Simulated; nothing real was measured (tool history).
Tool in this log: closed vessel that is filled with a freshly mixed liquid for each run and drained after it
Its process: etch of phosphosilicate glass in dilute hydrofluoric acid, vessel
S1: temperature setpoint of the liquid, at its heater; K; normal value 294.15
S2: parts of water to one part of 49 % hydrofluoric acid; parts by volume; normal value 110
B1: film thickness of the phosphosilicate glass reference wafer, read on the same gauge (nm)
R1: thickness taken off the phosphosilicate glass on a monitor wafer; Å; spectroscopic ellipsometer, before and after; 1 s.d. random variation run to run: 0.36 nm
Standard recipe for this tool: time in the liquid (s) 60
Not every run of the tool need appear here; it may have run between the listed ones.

{"run": 1, "hour": 0.0, "S1": 294.15, "S2": 110, "time in the liquid (s)": 60, "B1": 120.01, "R1": 458.6}
{"run": 2, "hour": 22.7, "S1": 294.15, "S2": 110, "time in the liquid (s)": 60, "B1": 119.99, "R1": 457.2}
{"run": 3, "hour": 53.3, "S1": 294.15, "S2": 110, "time in the liquid (s)": 60, "B1": 119.99, "R1": 459.7}
{"run": 4, "hour": 71.6, "S1": 294.15, "S2": 110, "time in the liquid (s)": 60, "B1": 120.02, "R1": 461.2}
{"run": 5, "hour": 86.8, "S1": 294.15, "S2": 110, "time in the liquid (s)": 60, "B1": 120.02, "R1": 455.8}
{"run": 6, "hour": 99.7, "S1": 294.15, "S2": 110, "time in the liquid (s)": 60, "B1": 120, "R1": 456.2}
{"run": 7, "hour": 121.3, "S1": 295.65, "S2": 110, "time in the liquid (s)": 60, "B1": 120.03, "R1": 485.2}
{"run": 8, "hour": 148.5, "S1": 294.15, "S2": 110, "time in the liquid (s)": 60, "B1": 120.02, "R1": 453.1}
{"run": 9, "hour": 165.9, "S1": 294.15, "S2": 110, "time in the liquid (s)": 60, "B1": 120, "R1": 454.3}
{"run": 10, "hour": 183.2, "S1": 294.15, "S2": 110, "time in the liquid (s)": 60, "B1": 119.99, "R1": 453.8}
{"run": 11, "hour": 206.8, "S1": 294.15, "S2": 110, "time in the liquid (s)": 75, "B1": 119.99, "R1": 563.8}
{"run": 12, "hour": 223.1, "S1": 294.15, "S2": 110, "time in the liquid (s)": 75, "B1": 119.99, "R1": 563.2}
{"run": 13, "hour": 251.7, "S1": 294.15, "S2": 135, "time in the liquid (s)": 60, "B1": 120, "R1": 358.4}
{"run": 14, "hour": 277.6, "S1": 291.15, "S2": 165, "time in the liquid (s)": 90, "B1": 120, "R1": 377.3}
{"run": 15, "hour": 290.7, "S1": 294.15, "S2": 80, "time in the liquid (s)": 60, "B1": 119.98, "R1": 643.9}
{"run": 16, "hour": 306.5, "S1": 291.65, "S2": 110, "time in the liquid (s)": 80, "B1": 120, "R1": 542.1}
{"run": 17, "hour": 337.0, "S1": 294.15, "S2": 110, "time in the liquid (s)": 60, "B1": 119.97, "R1": 456.5}
{"run": 18, "hour": 355.2, "S1": 294.15, "S2": 65, "time in the liquid (s)": 90, "B1": 120, "R1": 1193.8}
{"run": 19, "hour": 385.6, "S1": 294.15, "S2": 110, "time in the liquid (s)": 60, "B1": 120.01, "R1": 452.3}
{"run": 20, "hour": 402.9, "S1": 290.65, "S2": 110, "time in the liquid (s)": 60, "B1": 120, "R1": 387.7}
{"hour": 407.9, "done": "thermometer replaced"}
{"hour": 418.2, "done": "gauge calibrated"}
{"run": 21, "hour": 425.6, "S1": 294.15, "S2": 110, "time in the liquid (s)": 60, "B1": 120, "R1": 490.5}
{"hour": 444.3, "done": "hydrofluoric acid flow meter replaced"}
{"run": 22, "hour": 447.0, "S1": 291.15, "S2": 165, "time in the liquid (s)": 90, "B1": 120, "R1": 414.8}
{"run": 23, "hour": 477.1, "S1": 299.15, "S2": 110, "time in the liquid (s)": 40, "B1": 119.99, "R1": 400.7}
{"run": 24, "hour": 500.6, "S1": 294.15, "S2": 110, "time in the liquid (s)": 50, "B1": 120, "R1": 407}
{"run": 25, "hour": 526.8, "S1": 294.15, "S2": 110, "time in the liquid (s)": 85, "B1": 119.99, "R1": 702.2}
{"run": 26, "hour": 543.0, "S1": 294.15, "S2": 155, "time in the liquid (s)": 70, "B1": 120.03, "R1": 392.2}
{"run": 27, "hour": 563.5, "S1": 294.15, "S2": 110, "time in the liquid (s)": 60, "B1": 119.99, "R1": 495.8}

4 ways to go on from here, each from the tool as it stands after run 27. What would each give?
{"run": "A", "hour": 564.2, "S1": 291.15, "S2": 110, "time in the liquid (s)": 60, "B1": "?", "R1": "?"}
{"run": "B", "hour": 564.2, "S1": 296.15, "S2": 110, "time in the liquid (s)": 60, "B1": "?", "R1": "?"}
{"run": "C", "hour": 564.2, "S1": 299.15, "S2": 90, "time in the liquid (s)": 60, "B1": "?", "R1": "?"}
{"run": "D", "hour": 564.2, "S1": 292.65, "S2": 110, "time in the liquid (s)": 75, "B1": "?", "R1": "?"}

run=A B1=120.04 R1=434.4
run=B B1=120.04 R1=532.5
run=C B1=120.04 R1=751.1
run=D B1=120.04 R1=577.8
With the hidden condition removed and each run's random variation left untouched, the same runs would have given:
run=A R1=439
run=B R1=537.8
run=C R1=758.5
run=D R1=583.8
